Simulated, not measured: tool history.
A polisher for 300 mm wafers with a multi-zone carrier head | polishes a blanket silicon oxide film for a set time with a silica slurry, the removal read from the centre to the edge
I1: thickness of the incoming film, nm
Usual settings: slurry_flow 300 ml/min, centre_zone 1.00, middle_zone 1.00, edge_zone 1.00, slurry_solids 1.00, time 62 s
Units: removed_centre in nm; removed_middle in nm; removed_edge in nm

run 1 hour=0.0 | slurry_flow=300 centre_zone=1.00 middle_zone=1.00 edge_zone=1.00 slurry_solids=1.00 time=62 | I1=841.7 | removed_centre=308.9 removed_middle=306.7 removed_edge=306.7
-- hour=51.1 slurry nozzle cleaned
run 2 hour=309.4 | slurry_flow=300 centre_zone=1.00 middle_zone=1.10 edge_zone=1.00 slurry_solids=1.20 time=62 | I1=842.7 | removed_centre=343.0 removed_middle=375.0 removed_edge=349.1
-- hour=339.8 centre zone pressure recalibrated
run 3 hour=374.7 | slurry_flow=255 centre_zone=1.07 middle_zone=1.00 edge_zone=1.00 slurry_solids=1.00 time=62 | I1=823.4 | removed_centre=325.4 removed_middle=314.8 removed_edge=314.3
run 4 hour=462.3 | slurry_flow=300 centre_zone=1.00 middle_zone=1.00 edge_zone=1.00 slurry_solids=1.00 time=62 | I1=814.2 | removed_centre=311.8 removed_middle=317.3 removed_edge=318.2
-- hour=475.6 worn pad replaced by a new one
run 5 hour=524.7 | slurry_flow=375 centre_zone=1.00 middle_zone=1.00 edge_zone=0.90 slurry_solids=1.00 time=62 | I1=817.7 | removed_centre=320.5 removed_middle=319.6 removed_edge=307.6
run 6 hour=593.0 | slurry_flow=300 centre_zone=1.00 middle_zone=1.10 edge_zone=1.00 slurry_solids=1.00 time=47 | I1=828.7 | removed_centre=237.1 removed_middle=255.6 removed_edge=233.9
-- hour=676.0 edge zone pressure recalibrated
-- hour=712.7 slurry nozzle cleaned
run 7 hour=784.5 | slurry_flow=300 centre_zone=1.00 middle_zone=1.00 edge_zone=1.00 slurry_solids=1.00 time=62 | I1=829.4 | removed_centre=316.0 removed_middle=310.7 removed_edge=314.1
-- hour=815.6 carrier head's membrane replaced by a new one
run 8 hour=836.2 | slurry_flow=300 centre_zone=1.00 middle_zone=1.00 edge_zone=1.00 slurry_solids=1.00 time=69 | I1=825.7 | removed_centre=354.9 removed_middle=345.3 removed_edge=355.5
run 9 hour=876.3 | slurry_flow=300 centre_zone=1.00 middle_zone=1.00 edge_zone=1.00 slurry_solids=0.75 time=62 | I1=839.6 | removed_centre=280.8 removed_middle=275.5 removed_edge=272.2
run 10 hour=957.0 | slurry_flow=300 centre_zone=1.00 middle_zone=1.00 edge_zone=1.00 slurry_solids=1.00 time=62 | I1=832.5 | removed_centre=309.9 removed_middle=310.4 removed_edge=320.6
run 11 hour=1056.3 | slurry_flow=300 centre_zone=1.00 middle_zone=1.10 edge_zone=1.00 slurry_solids=1.20 time=62 | I1=842.9 | removed_centre=337.6 removed_middle=369.1 removed_edge=343.3
run 12 hour=1093.3 | slurry_flow=300 centre_zone=1.00 middle_zone=1.00 edge_zone=1.00 slurry_solids=1.00 time=62 | I1=822.0 | removed_centre=312.6 removed_middle=316.8 removed_edge=316.4
-- hour=1123.6 centre zone pressure recalibrated
run 13 hour=1141.0 | slurry_flow=300 centre_zone=1.00 middle_zone=1.10 edge_zone=1.00 slurry_solids=1.20 time=62 | I1=839.9 | removed_centre=335.5 removed_middle=358.5 removed_edge=340.2
-- hour=1182.1 worn pad replaced by a new one
run 14 hour=1198.9 | slurry_flow=300 centre_zone=1.00 middle_zone=1.00 edge_zone=1.00 slurry_solids=1.00 time=62 | I1=829.8 | removed_centre=308.5 removed_middle=310.8 removed_edge=301.9
run 15 hour=1290.6 | slurry_flow=230 centre_zone=0.94 middle_zone=1.00 edge_zone=0.89 slurry_solids=1.00 time=62 | I1=837.2 | removed_centre=282.6 removed_middle=300.5 removed_edge=291.8
run 16 hour=1376.0 | slurry_flow=300 centre_zone=1.00 middle_zone=1.00 edge_zone=1.00 slurry_solids=1.00 time=50 | I1=819.5 | removed_centre=249.5 removed_middle=246.9 removed_edge=247.7
-- hour=1482.4 slurry nozzle cleaned
run 17 hour=1685.4 | slurry_flow=240 centre_zone=1.00 middle_zone=1.00 edge_zone=1.05 slurry_solids=1.00 time=62 | I1=830.2 | removed_centre=311.3 removed_middle=315.9 removed_edge=319.5
run 18 hour=1763.9 | slurry_flow=300 centre_zone=1.00 middle_zone=1.00 edge_zone=1.00 slurry_solids=1.25 time=45 | I1=828.6 | removed_centre=250.0 removed_middle=252.1 removed_edge=260.2
-- hour=1781.7 edge zone pressure recalibrated
run 19 hour=1828.4 | slurry_flow=240 centre_zone=1.00 middle_zone=1.00 edge_zone=1.00 slurry_solids=1.00 time=62 | I1=840.0 | removed_centre=311.7 removed_middle=312.9 removed_edge=310.1
run 20 hour=1912.5 | slurry_flow=300 centre_zone=1.00 middle_zone=1.00 edge_zone=1.12 slurry_solids=1.20 time=73 | I1=824.2 | removed_centre=394.0 removed_middle=400.1 removed_edge=419.7
-- hour=1947.2 centre zone pressure recalibrated
-- hour=1969.0 worn pad replaced by a new one
run 21 hour=1997.5 | slurry_flow=300 centre_zone=1.00 middle_zone=1.00 edge_zone=1.06 slurry_solids=0.75 time=44 | I1=816.4 | removed_centre=188.4 removed_middle=190.5 removed_edge=203.7
run 22 hour=2105.0 | slurry_flow=370 centre_zone=0.96 middle_zone=0.94 edge_zone=1.10 slurry_solids=1.00 time=62 | I1=832.7 | removed_centre=308.4 removed_middle=298.2 removed_edge=324.6

Forecast each of these 3 alternatives for the next run:
run A hour=2105.4 | slurry_flow=300 centre_zone=1.00 middle_zone=1.00 edge_zone=1.00 slurry_solids=1.00 time=62 | I1=820.7 | removed_centre=? removed_middle=? removed_edge=?
run B hour=2105.4 | slurry_flow=300 centre_zone=1.00 middle_zone=1.00 edge_zone=0.90 slurry_solids=1.15 time=62 | I1=820.7 | removed_centre=? removed_middle=? removed_edge=?
run C hour=2105.4 | slurry_flow=300 centre_zone=0.93 middle_zone=1.06 edge_zone=1.03 slurry_solids=0.90 time=62 | I1=820.7 | removed_centre=? removed_middle=? removed_edge=?

run=A removed_centre=309.5 removed_middle=310.6 removed_edge=316.4
run=B removed_centre=328.7 removed_middle=330.0 removed_edge=319.9
run=C removed_centre=279.2 removed_middle=310.4 removed_edge=305.5
Without the tool's hidden state the same runs would have given:
run=A removed_centre=318.6 removed_middle=319.0 removed_edge=322.9
run=B removed_centre=338.5 removed_middle=338.9 removed_edge=326.4
run=C removed_centre=287.5 removed_middle=318.7 removed_edge=311.8
